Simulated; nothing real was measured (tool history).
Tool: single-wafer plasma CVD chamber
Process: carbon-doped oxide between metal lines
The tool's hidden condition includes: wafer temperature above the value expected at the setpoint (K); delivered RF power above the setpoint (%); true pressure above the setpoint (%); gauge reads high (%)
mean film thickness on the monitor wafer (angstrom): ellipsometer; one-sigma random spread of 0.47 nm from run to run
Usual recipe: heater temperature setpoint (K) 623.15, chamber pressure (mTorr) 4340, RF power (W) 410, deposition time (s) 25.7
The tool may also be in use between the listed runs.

| run | hour | heater temperature setpoint (K) | chamber pressure (mTorr) | RF power (W) | deposition time (s) | wafers since the last listed run | hours since the last thermocouple change | hours since the last RF generator calibration | hours since the last manometer calibration | hours since the showerhead was replaced | hours since the gauge calibration | read-back reference wafer on the same gauge, thickness_nm | mean film thickness on the monitor wafer (angstrom) |
|---|---|---|---|---|---|---|---|---|---|---|---|---|---|
| 1 | 0.0 | 623.15 | 4340 | 410 | 25.7 | 0 | 1290.3 | 1007.3 | 8.2 | 2895.4 | 551.0 | 117.062 | 1029.48 |
| 2 | 15.9 | 623.15 | 4340 | 355 | 25.7 | 458 | 1306.2 | 1023.2 | 24.1 | 2911.3 | 566.9 | 116.991 | 902.59 |
|  | 45.7 | RF generator calibrated |
| 3 | 46.2 | 623.15 | 4340 | 410 | 25.7 | 643 | 1336.5 | 0.5 | 54.4 | 2941.6 | 597.2 | 116.884 | 1063.49 |
| 4 | 67.5 | 623.15 | 4340 | 410 | 25.7 | 614 | 1357.8 | 21.8 | 75.7 | 2962.9 | 618.5 | 117.024 | 1056.84 |
|  | 79.9 | thermocouple changed; heater temperature recalibrated |
| 5 | 95.0 | 628.15 | 4340 | 410 | 25.7 | 562 | 15.1 | 49.3 | 103.2 | 2990.4 | 646.0 | 117.006 | 1049.45 |
|  | 153.0 | gauge calibrated |
| 6 | 179.0 | 623.15 | 4340 | 410 | 25.7 | 2423 | 99.1 | 133.3 | 187.2 | 3074.4 | 26.0 | 116.961 | 1057.90 |
| 7 | 206.7 | 623.15 | 3530 | 460 | 25.7 | 799 | 126.8 | 161.0 | 214.9 | 3102.1 | 53.7 | 117.084 | 1140.01 |
| 8 | 250.7 | 623.15 | 3900 | 435 | 25.7 | 1269 | 170.8 | 205.0 | 258.9 | 3146.1 | 97.7 | 116.999 | 1098.59 |
| 9 | 277.1 | 623.15 | 4340 | 475 | 25.7 | 761 | 197.2 | 231.4 | 285.3 | 3172.5 | 124.1 | 117.046 | 1179.86 |
| 10 | 296.6 | 623.15 | 4340 | 485 | 28.9 | 562 | 216.7 | 250.9 | 304.8 | 3192.0 | 143.6 | 117.040 | 1347.92 |
| 11 | 318.6 | 614.15 | 4950 | 470 | 20.8 | 634 | 238.7 | 272.9 | 326.8 | 3214.0 | 165.6 | 116.862 | 999.21 |
| 12 | 349.8 | 631.15 | 4700 | 340 | 24.0 | 900 | 269.9 | 304.1 | 358.0 | 3245.2 | 196.8 | 116.975 | 805.51 |
| 13 | 370.6 | 637.15 | 5380 | 410 | 25.7 | 600 | 290.7 | 324.9 | 378.8 | 3266.0 | 217.6 | 117.071 | 1013.24 |
|  | 383.8 | showerhead replaced |
| 14 | 391.2 | 623.15 | 4340 | 410 | 25.7 | 363 | 311.3 | 345.5 | 399.4 | 7.4 | 238.2 | 117.001 | 1048.12 |
| 15 | 417.5 | 611.15 | 4340 | 410 | 25.7 | 758 | 337.6 | 371.8 | 425.7 | 33.7 | 264.5 | 117.148 | 1090.77 |
| 16 | 435.5 | 617.15 | 5230 | 410 | 25.7 | 519 | 355.6 | 389.8 | 443.7 | 51.7 | 282.5 | 117.149 | 1085.79 |
| 17 | 459.3 | 631.15 | 4340 | 410 | 24.1 | 686 | 379.4 | 413.6 | 467.5 | 75.5 | 306.3 | 116.810 | 957.32 |
| 18 | 485.9 | 623.15 | 4340 | 410 | 25.7 | 767 | 406.0 | 440.2 | 494.1 | 102.1 | 332.9 | 116.934 | 1043.64 |
| 19 | 513.2 | 623.15 | 3580 | 365 | 25.7 | 787 | 433.3 | 467.5 | 521.4 | 129.4 | 360.2 | 116.940 | 922.30 |
| 20 | 540.5 | 623.15 | 3960 | 410 | 21.4 | 787 | 460.6 | 494.8 | 548.7 | 156.7 | 387.5 | 116.847 | 863.88 |
| 21 | 558.2 | 610.15 | 4340 | 335 | 25.7 | 510 | 478.3 | 512.5 | 566.4 | 174.4 | 405.2 | 117.143 | 898.13 |
| 22 | 578.1 | 635.15 | 4340 | 450 | 25.7 | 574 | 498.2 | 532.4 | 586.3 | 194.3 | 425.1 | 116.800 | 1085.45 |
| 23 | 607.0 | 627.15 | 4340 | 330 | 25.7 | 833 | 527.1 | 561.3 | 615.2 | 223.2 | 454.0 | 116.931 | 841.17 |
| 24 | 621.3 | 623.15 | 3800 | 410 | 22.2 | 412 | 541.4 | 575.6 | 629.5 | 237.5 | 468.3 | 116.930 | 889.92 |
| 25 | 645.5 | 609.15 | 4340 | 390 | 20.6 | 698 | 565.6 | 599.8 | 653.7 | 261.7 | 492.5 | 117.007 | 843.11 |
| 26 | 660.0 | 623.15 | 4940 | 330 | 25.7 | 418 | 580.1 | 614.3 | 668.2 | 276.2 | 507.0 | 116.920 | 855.13 |
| 27 | 677.9 | 623.15 | 5120 | 435 | 29.7 | 516 | 598.0 | 632.2 | 686.1 | 294.1 | 524.9 | 116.963 | 1270.18 |
| 28 | 750.9 | 623.15 | 3690 | 410 | 25.7 | 2106 | 671.0 | 705.2 | 759.1 | 367.1 | 597.9 | 117.095 | 1028.04 |
| 29 | 786.4 | 623.15 | 4340 | 410 | 25.7 | 1024 | 706.5 | 740.7 | 794.6 | 402.6 | 633.4 | 117.017 | 1035.10 |

Branching from run 29: 3 alternative next runs. What would each branch give?
| A | 786.8 | 623.15 | 4340 | 410 | 25.7 | 11 | 706.9 | 741.1 | 795.0 | 403.0 | 633.8 | ? | ? |
| B | 786.8 | 629.15 | 4340 | 470 | 21.9 | 11 | 706.9 | 741.1 | 795.0 | 403.0 | 633.8 | ? | ? |
| C | 786.8 | 616.15 | 4340 | 330 | 22.4 | 11 | 706.9 | 741.1 | 795.0 | 403.0 | 633.8 | ? | ? |

| run | read-back reference wafer on the same gauge, thickness_nm | mean film thickness on the monitor wafer (angstrom) |
|---|---|---|
| A | 116.763 | 1041.27 |
| B | 116.763 | 981.73 |
| C | 116.763 | 759.83 |
Without the tool's unlogged condition, the same runs would have read:
| run | mean film thickness on the monitor wafer (angstrom) |
|---|---|
| A | 1070.96 |
| B | 1005.87 |
| C | 783.11 |
